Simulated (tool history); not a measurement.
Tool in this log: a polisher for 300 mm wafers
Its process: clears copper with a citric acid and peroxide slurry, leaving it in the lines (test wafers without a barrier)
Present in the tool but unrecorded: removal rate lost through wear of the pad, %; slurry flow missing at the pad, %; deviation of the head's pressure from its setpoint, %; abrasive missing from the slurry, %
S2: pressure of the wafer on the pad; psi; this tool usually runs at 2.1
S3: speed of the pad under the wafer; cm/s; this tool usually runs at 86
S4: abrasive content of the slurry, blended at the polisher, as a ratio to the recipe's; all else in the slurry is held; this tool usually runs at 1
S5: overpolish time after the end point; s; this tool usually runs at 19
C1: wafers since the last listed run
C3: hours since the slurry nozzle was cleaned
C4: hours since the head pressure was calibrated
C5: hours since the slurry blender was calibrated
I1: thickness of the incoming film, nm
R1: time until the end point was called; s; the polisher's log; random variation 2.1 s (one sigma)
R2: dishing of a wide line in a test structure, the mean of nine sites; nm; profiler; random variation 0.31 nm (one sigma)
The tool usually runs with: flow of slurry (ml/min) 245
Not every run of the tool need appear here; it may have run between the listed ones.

{"run": 1, "day": 0.0, "flow of slurry (ml/min)": 245, "S2": 2.1, "S3": 86, "S4": 1, "S5": 19, "C1": 0, "wafers polished on this pad": 2130, "C3": 494.1, "C4": 717.8, "C5": 384.2, "I1": 230.3, "R1": 199.6, "R2": 15.2}
{"day": 0.638, "done": "head pressure recalibrated"}
{"day": 1.879, "done": "slurry blender recalibrated"}
{"run": 2, "day": 1.979, "flow of slurry (ml/min)": 245, "S2": 2.1, "S3": 86, "S4": 1, "S5": 19, "C1": 378, "wafers polished on this pad": 2509, "C3": 541.6, "C4": 32.2, "C5": 2.4, "I1": 227.9, "R1": 203.9, "R2": 14.9}
{"run": 3, "day": 4.271, "flow of slurry (ml/min)": 245, "S2": 2.1, "S3": 86, "S4": 1, "S5": 19, "C1": 478, "wafers polished on this pad": 2987, "C3": 596.6, "C4": 87.2, "C5": 57.4, "I1": 233.1, "R1": 209.1, "R2": 14.6}
{"day": 4.821, "done": "worn pad replaced by a new one"}
{"run": 4, "day": 5.867, "flow of slurry (ml/min)": 245, "S2": 2.1, "S3": 86, "S4": 1, "S5": 19, "C1": 298, "wafers polished on this pad": 218, "C3": 634.9, "C4": 125.5, "C5": 95.7, "I1": 228.9, "R1": 214.4, "R2": 14}
{"day": 7.525, "done": "slurry nozzle cleaned"}
{"run": 5, "day": 7.546, "flow of slurry (ml/min)": 245, "S2": 2.1, "S3": 86, "S4": 1, "S5": 19, "C1": 341, "wafers polished on this pad": 559, "C3": 0.5, "C4": 165.8, "C5": 136, "I1": 232.7, "R1": 213.8, "R2": 13.7}
{"run": 6, "day": 9.179, "flow of slurry (ml/min)": 245, "S2": 2.1, "S3": 86, "S4": 1, "S5": 19, "C1": 340, "wafers polished on this pad": 900, "C3": 39.7, "C4": 205, "C5": 175.2, "I1": 227.8, "R1": 216, "R2": 13.7}
{"run": 7, "day": 11.95, "flow of slurry (ml/min)": 245, "S2": 2.1, "S3": 86, "S4": 1, "S5": 19, "C1": 578, "wafers polished on this pad": 1479, "C3": 106.2, "C4": 271.5, "C5": 241.7, "I1": 227, "R1": 211.1, "R2": 14}
{"run": 8, "day": 12.992, "flow of slurry (ml/min)": 245, "S2": 2.1, "S3": 86, "S4": 1, "S5": 28, "C1": 217, "wafers polished on this pad": 1696, "C3": 131.2, "C4": 296.5, "C5": 266.7, "I1": 228.7, "R1": 218.8, "R2": 20}
{"day": 13.475, "done": "slurry blender recalibrated, repeated, since the last time left the tool worse"}
{"run": 9, "day": 14.317, "flow of slurry (ml/min)": 245, "S2": 2.1, "S3": 104, "S4": 1, "S5": 19, "C1": 259, "wafers polished on this pad": 1956, "C3": 163, "C4": 328.3, "C5": 20.2, "I1": 232.9, "R1": 166.8, "R2": 17.2}
{"run": 10, "day": 16.138, "flow of slurry (ml/min)": 245, "S2": 2.1, "S3": 86, "S4": 1.3, "S5": 19, "C1": 380, "wafers polished on this pad": 2336, "C3": 206.7, "C4": 372, "C5": 63.9, "I1": 231, "R1": 187, "R2": 15.2}
{"run": 11, "day": 17.492, "flow of slurry (ml/min)": 245, "S2": 2.1, "S3": 86, "S4": 1, "S5": 25, "C1": 282, "wafers polished on this pad": 2618, "C3": 239.2, "C4": 404.5, "C5": 96.4, "I1": 227.3, "R1": 194.3, "R2": 19.7}
{"run": 12, "day": 18.754, "flow of slurry (ml/min)": 245, "S2": 2.1, "S3": 86, "S4": 1, "S5": 19, "C1": 263, "wafers polished on this pad": 2882, "C3": 269.5, "C4": 434.8, "C5": 126.7, "I1": 230.3, "R1": 203.3, "R2": 15}
{"run": 13, "day": 20.812, "flow of slurry (ml/min)": 245, "S2": 2.1, "S3": 104, "S4": 1, "S5": 16, "C1": 429, "wafers polished on this pad": 3312, "C3": 318.9, "C4": 484.2, "C5": 176.1, "I1": 230.5, "R1": 168.7, "R2": 14.6}
{"day": 21.171, "done": "worn pad replaced by a new one"}
{"run": 14, "day": 22.308, "flow of slurry (ml/min)": 290, "S2": 2.1, "S3": 86, "S4": 1, "S5": 15, "C1": 277, "wafers polished on this pad": 237, "C3": 354.8, "C4": 520.1, "C5": 212, "I1": 232, "R1": 195.3, "R2": 12}
{"run": 15, "day": 23.533, "flow of slurry (ml/min)": 245, "S2": 2.1, "S3": 110, "S4": 1, "S5": 19, "C1": 255, "wafers polished on this pad": 493, "C3": 384.2, "C4": 549.5, "C5": 241.4, "I1": 227.6, "R1": 158.5, "R2": 18.2}
{"run": 16, "day": 25.758, "flow of slurry (ml/min)": 245, "S2": 1.8, "S3": 78, "S4": 1, "S5": 19, "C1": 464, "wafers polished on this pad": 957, "C3": 437.6, "C4": 602.9, "C5": 294.8, "I1": 229.2, "R1": 243.1, "R2": 12.5}
{"run": 17, "day": 27.279, "flow of slurry (ml/min)": 245, "S2": 2.1, "S3": 86, "S4": 1, "S5": 19, "C1": 317, "wafers polished on this pad": 1275, "C3": 474.1, "C4": 639.4, "C5": 331.3, "I1": 229, "R1": 198.2, "R2": 14.9}
{"day": 28.442, "done": "slurry blender recalibrated"}
{"day": 28.638, "done": "head pressure recalibrated"}
{"run": 18, "day": 28.929, "flow of slurry (ml/min)": 245, "S2": 2.1, "S3": 86, "S4": 1, "S5": 19, "C1": 309, "wafers polished on this pad": 1584, "C3": 513.7, "C4": 7, "C5": 11.7, "I1": 229.9, "R1": 192.2, "R2": 15.2}
{"run": 19, "day": 31.475, "flow of slurry (ml/min)": 180, "S2": 2.3, "S3": 86, "S4": 1.25, "S5": 9, "C1": 531, "wafers polished on this pad": 2116, "C3": 574.8, "C4": 68.1, "C5": 72.8, "I1": 232.1, "R1": 183.2, "R2": 8.1}
{"day": 32.65, "done": "slurry nozzle cleaned"}
{"run": 20, "day": 33.508, "flow of slurry (ml/min)": 245, "S2": 2.1, "S3": 104, "S4": 1, "S5": 25, "C1": 415, "wafers polished on this pad": 2532, "C3": 20.6, "C4": 116.9, "C5": 121.6, "I1": 229.6, "R1": 166.2, "R2": 22.7}
{"run": 21, "day": 35.533, "flow of slurry (ml/min)": 270, "S2": 2.1, "S3": 86, "S4": 1, "S5": 28, "C1": 422, "wafers polished on this pad": 2954, "C3": 69.2, "C4": 165.5, "C5": 170.2, "I1": 226.6, "R1": 194.4, "R2": 22}
{"run": 22, "day": 37.567, "flow of slurry (ml/min)": 300, "S2": 2.7, "S3": 62, "S4": 1, "S5": 19, "C1": 424, "wafers polished on this pad": 3379, "C3": 118, "C4": 214.3, "C5": 219, "I1": 230.1, "R1": 211.3, "R2": 13.8}
{"day": 38.146, "done": "worn pad replaced by a new one"}
{"run": 23, "day": 40.292, "flow of slurry (ml/min)": 245, "S2": 1.5, "S3": 104, "S4": 1, "S5": 12, "C1": 534, "wafers polished on this pad": 447, "C3": 183.4, "C4": 279.7, "C5": 284.4, "I1": 233.7, "R1": 224, "R2": 8.9}
{"run": 24, "day": 42.121, "flow of slurry (ml/min)": 245, "S2": 2.7, "S3": 114, "S4": 0.85, "S5": 8, "C1": 381, "wafers polished on this pad": 829, "C3": 227.3, "C4": 323.6, "C5": 328.3, "I1": 228.7, "R1": 132.7, "R2": 9.8}
{"day": 43.15, "done": "slurry blender recalibrated"}
{"run": 25, "day": 45.104, "flow of slurry (ml/min)": 245, "S2": 2.1, "S3": 86, "S4": 1, "S5": 10, "C1": 605, "wafers polished on this pad": 1434, "C3": 298.9, "C4": 395.2, "C5": 46.9, "I1": 225.1, "R1": 192.2, "R2": 8.4}
{"run": 26, "day": 47.554, "flow of slurry (ml/min)": 295, "S2": 2.1, "S3": 86, "S4": 1, "S5": 19, "C1": 511, "wafers polished on this pad": 1946, "C3": 357.7, "C4": 454, "C5": 105.7, "I1": 230, "R1": 195, "R2": 15.6}
{"run": 27, "day": 49.242, "flow of slurry (ml/min)": 280, "S2": 2.4, "S3": 86, "S4": 1, "S5": 19, "C1": 352, "wafers polished on this pad": 2298, "C3": 398.2, "C4": 494.5, "C5": 146.2, "I1": 229.8, "R1": 174.5, "R2": 16.4}

Run 28 is up next; what results do you expect?
{"run": 28, "day": 50.3, "flow of slurry (ml/min)": 245, "S2": 2.1, "S3": 86, "S4": 1, "S5": 19, "C1": 220, "wafers polished on this pad": 2519, "C3": 423.6, "C4": 519.9, "C5": 171.6, "I1": 228.1, "R1": "?", "R2": "?"}

R1: 195.2 s
R2: 15.7 nm
Had the tool carried no hidden state, the very same run would have given R1 189.3 s, R2 16.1 nm.
